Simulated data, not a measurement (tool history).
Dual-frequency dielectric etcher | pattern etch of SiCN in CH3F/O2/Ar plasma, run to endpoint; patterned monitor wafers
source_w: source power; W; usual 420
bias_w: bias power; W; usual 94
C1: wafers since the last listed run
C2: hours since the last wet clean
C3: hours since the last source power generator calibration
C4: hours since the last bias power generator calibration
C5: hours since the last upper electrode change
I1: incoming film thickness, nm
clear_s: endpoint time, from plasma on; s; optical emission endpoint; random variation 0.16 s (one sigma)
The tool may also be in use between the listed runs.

run 1 hour=0 | source_w=470 bias_w=79 | C1=0 C2=235.2 C3=1968.9 C4=2794.3 C5=5929.3 | I1=8.51 | clear_s=20
run 2 hour=11.9 | source_w=420 bias_w=94 | C1=202 C2=247.1 C3=1980.8 C4=2806.2 C5=5941.2 | I1=8.53 | clear_s=19.2
run 3 hour=20.5 | source_w=420 bias_w=94 | C1=146 C2=255.7 C3=1989.4 C4=2814.8 C5=5949.8 | I1=8.49 | clear_s=18.7
run 4 hour=29.9 | source_w=420 bias_w=94 | C1=159 C2=265.1 C3=1998.8 C4=2824.2 C5=5959.2 | I1=8.48 | clear_s=18.6
-- hour=59.4 upper electrode replaced, of another model than before
run 5 hour=59.9 | source_w=420 bias_w=85 | C1=102 C2=295.1 C3=2028.8 C4=2854.2 C5=0.5 | I1=8.55 | clear_s=20.4
run 6 hour=60.2 | source_w=420 bias_w=85 | C1=5 C2=295.4 C3=2029.1 C4=2854.5 C5=0.8 | I1=8.55 | clear_s=20.7
-- hour=68.6 source power generator calibrated
run 7 hour=69.1 | source_w=420 bias_w=94 | C1=83 C2=304.3 C3=0.5 C4=2863.4 C5=9.7 | I1=8.49 | clear_s=18.9
run 8 hour=80.9 | source_w=420 bias_w=94 | C1=200 C2=316.1 C3=12.3 C4=2875.2 C5=21.5 | I1=8.56 | clear_s=19.2
run 9 hour=87.1 | source_w=420 bias_w=94 | C1=105 C2=322.3 C3=18.5 C4=2881.4 C5=27.7 | I1=8.51 | clear_s=18.9
run 10 hour=102.1 | source_w=420 bias_w=94 | C1=255 C2=337.3 C3=33.5 C4=2896.4 C5=42.7 | I1=8.46 | clear_s=18.7
run 11 hour=112.8 | source_w=370 bias_w=94 | C1=181 C2=348 C3=44.2 C4=2907.1 C5=53.4 | I1=8.5 | clear_s=20.3
run 12 hour=125.2 | source_w=420 bias_w=94 | C1=210 C2=360.4 C3=56.6 C4=2919.5 C5=65.8 | I1=8.56 | clear_s=19
run 13 hour=135.6 | source_w=500 bias_w=106 | C1=176 C2=370.8 C3=67 C4=2929.9 C5=76.2 | I1=8.42 | clear_s=15.4
run 14 hour=143.3 | source_w=520 bias_w=81 | C1=130 C2=378.5 C3=74.7 C4=2937.6 C5=83.9 | I1=8.54 | clear_s=19.1
run 15 hour=155.6 | source_w=490 bias_w=94 | C1=209 C2=390.8 C3=87 C4=2949.9 C5=96.2 | I1=8.55 | clear_s=17.5
-- hour=172.2 bias power generator calibrated
run 16 hour=172.7 | source_w=420 bias_w=94 | C1=222 C2=407.9 C3=104.1 C4=0.5 C5=113.3 | I1=8.61 | clear_s=18.9
run 17 hour=179.2 | source_w=350 bias_w=111 | C1=110 C2=414.4 C3=110.6 C4=7 C5=119.8 | I1=8.5 | clear_s=18.3
run 18 hour=189.4 | source_w=420 bias_w=100 | C1=173 C2=424.6 C3=120.8 C4=17.2 C5=130 | I1=8.61 | clear_s=18
-- hour=219.9 wet clean of the chamber
run 19 hour=220.4 | source_w=420 bias_w=94 | C1=119 C2=0.5 C3=151.8 C4=48.2 C5=161 | I1=8.45 | clear_s=19
run 20 hour=220.7 | source_w=490 bias_w=112 | C1=5 C2=0.8 C3=152.1 C4=48.5 C5=161.3 | I1=8.42 | clear_s=15.5
run 21 hour=223.2 | source_w=420 bias_w=94 | C1=42 C2=3.3 C3=154.6 C4=51 C5=163.8 | I1=8.49 | clear_s=18.9
run 22 hour=232.2 | source_w=420 bias_w=94 | C1=153 C2=12.3 C3=163.6 C4=60 C5=172.8 | I1=8.45 | clear_s=19.2
run 23 hour=249.4 | source_w=420 bias_w=94 | C1=292 C2=29.5 C3=180.8 C4=77.2 C5=190 | I1=8.5 | clear_s=19.2
run 24 hour=256.8 | source_w=380 bias_w=94 | C1=125 C2=36.9 C3=188.2 C4=84.6 C5=197.4 | I1=8.51 | clear_s=20.1
run 25 hour=263.4 | source_w=380 bias_w=112 | C1=112 C2=43.5 C3=194.8 C4=91.2 C5=204 | I1=8.52 | clear_s=17.7
run 26 hour=272 | source_w=420 bias_w=94 | C1=146 C2=52.1 C3=203.4 C4=99.8 C5=212.6 | I1=8.54 | clear_s=19.1
run 27 hour=278.8 | source_w=350 bias_w=104 | C1=115 C2=58.9 C3=210.2 C4=106.6 C5=219.4 | I1=8.47 | clear_s=19.5
run 28 hour=290.8 | source_w=520 bias_w=104 | C1=204 C2=70.9 C3=222.2 C4=118.6 C5=231.4 | I1=8.48 | clear_s=15.9
run 29 hour=302 | source_w=320 bias_w=117 | C1=190 C2=82.1 C3=233.4 C4=129.8 C5=242.6 | I1=8.63 | clear_s=19.4
run 30 hour=313.9 | source_w=500 bias_w=113 | C1=202 C2=94 C3=245.3 C4=141.7 C5=254.5 | I1=8.51 | clear_s=15.1
run 31 hour=325.7 | source_w=500 bias_w=102 | C1=200 C2=105.8 C3=257.1 C4=153.5 C5=266.3 | I1=8.45 | clear_s=16.4
run 32 hour=343 | source_w=460 bias_w=94 | C1=294 C2=123.1 C3=274.4 C4=170.8 C5=283.6 | I1=8.44 | clear_s=17.9
run 33 hour=353.4 | source_w=350 bias_w=94 | C1=176 C2=133.5 C3=284.8 C4=181.2 C5=294 | I1=8.56 | clear_s=21
run 34 hour=367 | source_w=420 bias_w=94 | C1=231 C2=147.1 C3=298.4 C4=194.8 C5=307.6 | I1=8.59 | clear_s=19.3
run 35 hour=375 | source_w=420 bias_w=94 | C1=136 C2=155.1 C3=306.4 C4=202.8 C5=315.6 | I1=8.61 | clear_s=19
run 36 hour=390.6 | source_w=460 bias_w=71 | C1=265 C2=170.7 C3=322 C4=218.4 C5=331.2 | I1=8.55 | clear_s=22.7

Forecast each of these 3 alternatives for the next run:
run A hour=391 | source_w=420 bias_w=94 | C1=6 C2=171.1 C3=322.4 C4=218.8 C5=331.6 | I1=8.42 | clear_s=?
run B hour=391 | source_w=520 bias_w=105 | C1=6 C2=171.1 C3=322.4 C4=218.8 C5=331.6 | I1=8.42 | clear_s=?
run C hour=391 | source_w=350 bias_w=106 | C1=6 C2=171.1 C3=322.4 C4=218.8 C5=331.6 | I1=8.42 | clear_s=?

run=A clear_s=18.5
run=B clear_s=15.3
run=C clear_s=18.7
Without the tool's hidden state the same runs would have given:
run=A clear_s=18.8
run=B clear_s=15.6
run=C clear_s=19.1
